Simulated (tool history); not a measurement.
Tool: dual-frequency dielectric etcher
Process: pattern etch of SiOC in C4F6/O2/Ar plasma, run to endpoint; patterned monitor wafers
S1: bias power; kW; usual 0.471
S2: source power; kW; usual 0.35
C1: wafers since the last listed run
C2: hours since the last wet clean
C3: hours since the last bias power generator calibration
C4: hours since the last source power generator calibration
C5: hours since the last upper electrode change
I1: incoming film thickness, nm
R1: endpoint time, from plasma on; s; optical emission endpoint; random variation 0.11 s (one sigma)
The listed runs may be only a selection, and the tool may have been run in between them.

run	day	S1	S2	C1	C2	C3	C4	C5	I1	R1
1	0	0.471	0.37	0	219.6	1814.5	1270.4	3972.1	51.2	17.1
2	1.492	0.471	0.37	658	255.4	1850.3	1306.2	4007.9	52.3	17.5
3	2.45	0.471	0.37	422	278.4	1873.3	1329.2	4030.9	51.4	17.2
4	3.475	0.561	0.35	452	303	1897.9	1353.8	4055.5	51	15.9
5	4.358	0.561	0.35	389	324.2	1919.1	1375	4076.7	51	16
6	5.246	0.561	0.35	391	345.5	1940.4	1396.3	4098	51.1	16
7	5.825	0.395	0.33	255	359.4	1954.3	1410.2	4111.9	51.4	18.8
8	6.971	0.395	0.33	505	386.9	1981.8	1437.7	4139.4	51.1	18.7
9	7.996	0.471	0.35	452	411.5	2006.4	1462.3	4164	51.9	17.2
# day 9.238: wet clean of the chamber
10	9.258	0.471	0.35	115	0.5	2036.7	1492.6	4194.3	51.4	17.8
11	9.275	0.585	0.26	7	0.9	2037.1	1493	4194.7	51	17.1
12	10.533	0.431	0.32	555	31.1	2067.3	1523.2	4224.9	51.6	18.7
13	12.438	0.507	0.43	840	76.8	2113	1568.9	4270.6	51.4	16.3
# day 14.6: bias power generator calibrated
14	16.417	0.368	0.35	1682	172.3	43.6	1664.4	4366.1	51.7	19.2
# day 17.583: upper electrode replaced
15	17.867	0.582	0.38	198	207.1	78.4	1699.2	6.8	51.8	16
16	18.517	0.353	0.35	286	222.7	94	1714.8	22.4	51.3	19.3
# day 18.708: source power generator calibrated
17	19.775	0.376	0.31	481	252.9	124.2	25.6	52.6	52	19.7
18	21.233	0.471	0.35	643	287.9	159.2	60.6	87.6	51.6	17.3
19	22.6	0.587	0.28	602	320.7	192	93.4	120.4	51.7	16.4
20	23.396	0.585	0.26	351	339.8	211.1	112.5	139.5	51.1	16.6
21	24.721	0.54	0.27	584	371.6	242.9	144.3	171.3	51	16.8

Predict each of these 3 candidate next runs independently; none follows another, all start after run 21:
A	24.738	0.578	0.35	7	372	243.3	144.7	171.7	51.5	?
B	24.738	0.373	0.35	7	372	243.3	144.7	171.7	51.5	?
C	24.738	0.402	0.38	7	372	243.3	144.7	171.7	51.5	?

run	R1
A	15.8
B	18.8
C	17.9
Stripped of hidden state, with their random variation kept, the same runs would have yielded:
run	R1
A	16.5
B	19.7
C	18.8
